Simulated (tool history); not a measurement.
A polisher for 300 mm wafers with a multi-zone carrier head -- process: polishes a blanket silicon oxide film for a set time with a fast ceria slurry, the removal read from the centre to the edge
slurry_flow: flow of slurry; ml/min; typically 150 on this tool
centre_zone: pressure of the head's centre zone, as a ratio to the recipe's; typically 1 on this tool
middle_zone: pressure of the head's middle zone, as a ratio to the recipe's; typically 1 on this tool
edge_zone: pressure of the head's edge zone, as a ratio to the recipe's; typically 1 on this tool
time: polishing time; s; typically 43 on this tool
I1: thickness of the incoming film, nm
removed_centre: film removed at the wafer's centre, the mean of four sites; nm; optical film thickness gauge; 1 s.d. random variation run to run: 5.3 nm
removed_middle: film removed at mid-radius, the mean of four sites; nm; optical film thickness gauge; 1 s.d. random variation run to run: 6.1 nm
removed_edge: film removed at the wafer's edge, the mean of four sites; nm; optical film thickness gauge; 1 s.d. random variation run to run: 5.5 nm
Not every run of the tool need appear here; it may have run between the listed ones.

run 1 day=0 | slurry_flow=170 centre_zone=0.93 middle_zone=1 edge_zone=1 time=43 | I1=3997 | removed_centre=389.5 removed_middle=422.2 removed_edge=428.7
-- day=0.633 slurry nozzle cleaned
-- day=0.979 carrier head's membrane replaced by a new one, of another model than before
run 2 day=1.104 | slurry_flow=150 centre_zone=1.08 middle_zone=1 edge_zone=0.92 time=43 | I1=3983.3 | removed_centre=460.8 removed_middle=415 removed_edge=401.9
run 3 day=2.054 | slurry_flow=150 centre_zone=1 middle_zone=1 edge_zone=1 time=43 | I1=4007.3 | removed_centre=411.5 removed_middle=412.8 removed_edge=415.4
run 4 day=3.008 | slurry_flow=150 centre_zone=1 middle_zone=1 edge_zone=1 time=43 | I1=3938.6 | removed_centre=403.9 removed_middle=400.1 removed_edge=419.6
run 5 day=4.138 | slurry_flow=150 centre_zone=1.08 middle_zone=1 edge_zone=1 time=52 | I1=3969 | removed_centre=563.3 removed_middle=488.5 removed_edge=494.5
run 6 day=5.012 | slurry_flow=180 centre_zone=1.04 middle_zone=1 edge_zone=1.03 time=53 | I1=4004.6 | removed_centre=554.3 removed_middle=506.3 removed_edge=532.7
run 7 day=6.192 | slurry_flow=195 centre_zone=0.91 middle_zone=1 edge_zone=1 time=53 | I1=3992 | removed_centre=436.9 removed_middle=504.7 removed_edge=520.4
run 8 day=7.279 | slurry_flow=150 centre_zone=0.93 middle_zone=1 edge_zone=1 time=43 | I1=4046.9 | removed_centre=352.2 removed_middle=390.7 removed_edge=402
run 9 day=8.242 | slurry_flow=150 centre_zone=1 middle_zone=1 edge_zone=1.09 time=43 | I1=3968.7 | removed_centre=392 removed_middle=388.3 removed_edge=411.3
run 10 day=9.692 | slurry_flow=150 centre_zone=1 middle_zone=1 edge_zone=1 time=39 | I1=4019.7 | removed_centre=359.3 removed_middle=344 removed_edge=351.8
-- day=10.012 worn pad replaced by a new one
run 11 day=11.85 | slurry_flow=200 centre_zone=1.06 middle_zone=1 edge_zone=1.11 time=56 | I1=4000.2 | removed_centre=631.2 removed_middle=557.4 removed_edge=588.7
run 12 day=12.75 | slurry_flow=150 centre_zone=1 middle_zone=1 edge_zone=1 time=43 | I1=3980.1 | removed_centre=406.5 removed_middle=415.4 removed_edge=419.8
-- day=13.342 slurry nozzle cleaned
run 13 day=14.167 | slurry_flow=120 centre_zone=1 middle_zone=1 edge_zone=1 time=43 | I1=4035.2 | removed_centre=387.9 removed_middle=384.9 removed_edge=401.3
run 14 day=15.067 | slurry_flow=150 centre_zone=1 middle_zone=1 edge_zone=1 time=43 | I1=4060.9 | removed_centre=401.1 removed_middle=406.4 removed_edge=420.5
run 15 day=16.267 | slurry_flow=150 centre_zone=1 middle_zone=1.05 edge_zone=1 time=43 | I1=4014.3 | removed_centre=402.5 removed_middle=402.1 removed_edge=405
run 16 day=18.258 | slurry_flow=150 centre_zone=0.94 middle_zone=1 edge_zone=1 time=43 | I1=3952.1 | removed_centre=365.5 removed_middle=395 removed_edge=395.6
-- day=19.15 worn pad replaced by a new one
run 17 day=19.575 | slurry_flow=130 centre_zone=1 middle_zone=0.9 edge_zone=1 time=43 | I1=3984.7 | removed_centre=404.3 removed_middle=392.3 removed_edge=421
run 18 day=20.142 | slurry_flow=150 centre_zone=1 middle_zone=1 edge_zone=0.92 time=43 | I1=4054.4 | removed_centre=408.8 removed_middle=414.4 removed_edge=409.8
run 19 day=21.529 | slurry_flow=150 centre_zone=1 middle_zone=1 edge_zone=1 time=43 | I1=3952 | removed_centre=409.8 removed_middle=408.6 removed_edge=420.4
-- day=22.338 edge zone pressure recalibrated
run 20 day=22.388 | slurry_flow=125 centre_zone=1.04 middle_zone=0.91 edge_zone=1 time=37 | I1=3996 | removed_centre=366.6 removed_middle=325.4 removed_edge=353.4
run 21 day=23.379 | slurry_flow=150 centre_zone=0.9 middle_zone=1 edge_zone=1 time=35 | I1=3992.4 | removed_centre=271.2 removed_middle=337.6 removed_edge=341.5
run 22 day=24.296 | slurry_flow=105 centre_zone=0.95 middle_zone=1.09 edge_zone=1 time=58 | I1=4036 | removed_centre=472.5 removed_middle=521.7 removed_edge=523.6

What would each run have given without the hidden state, its run-to-run variation left as it was?
Hidden state at play: removal rate lost through wear of the pad, %; slurry flow missing at the pad, %; deviation of the centre zone's pressure from its setpoint, %; deviation of the edge zone's pressure from its setpoint, %.
run=1 removed_centre=392.6 removed_middle=425.6 removed_edge=432.1
run=2 removed_centre=464.9 removed_middle=418.7 removed_edge=405.5
run=3 removed_centre=415.9 removed_middle=417.3 removed_edge=419.8
run=4 removed_centre=409.4 removed_middle=405.6 removed_edge=425.3
run=5 removed_centre=573.8 removed_middle=497.6 removed_edge=503.7
run=6 removed_centre=567.3 removed_middle=518.1 removed_edge=545.1
run=7 removed_centre=450.6 removed_middle=520.5 removed_edge=536.8
run=8 removed_centre=366.4 removed_middle=406.5 removed_edge=418.2
run=9 removed_centre=411.5 removed_middle=407.6 removed_edge=431.7
run=10 removed_centre=383.1 removed_middle=366.7 removed_edge=375.1
run=11 removed_centre=636.3 removed_middle=561.9 removed_edge=593.5
run=12 removed_centre=410.7 removed_middle=419.8 removed_edge=424.2
run=13 removed_centre=394.1 removed_middle=391.1 removed_edge=407.8
run=14 removed_centre=409.5 removed_middle=414.9 removed_edge=429.3
run=15 removed_centre=414.1 removed_middle=413.7 removed_edge=416.7
run=16 removed_centre=382.4 removed_middle=413.3 removed_edge=413.9
run=17 removed_centre=405.3 removed_middle=393.1 removed_edge=422
run=18 removed_centre=409.9 removed_middle=415.5 removed_edge=410.9
run=19 removed_centre=412 removed_middle=410.8 removed_edge=422.6
run=20 removed_centre=369.6 removed_middle=328.1 removed_edge=356.3
run=21 removed_centre=274.5 removed_middle=341.8 removed_edge=345.7
run=22 removed_centre=480.7 removed_middle=530.7 removed_edge=532.6

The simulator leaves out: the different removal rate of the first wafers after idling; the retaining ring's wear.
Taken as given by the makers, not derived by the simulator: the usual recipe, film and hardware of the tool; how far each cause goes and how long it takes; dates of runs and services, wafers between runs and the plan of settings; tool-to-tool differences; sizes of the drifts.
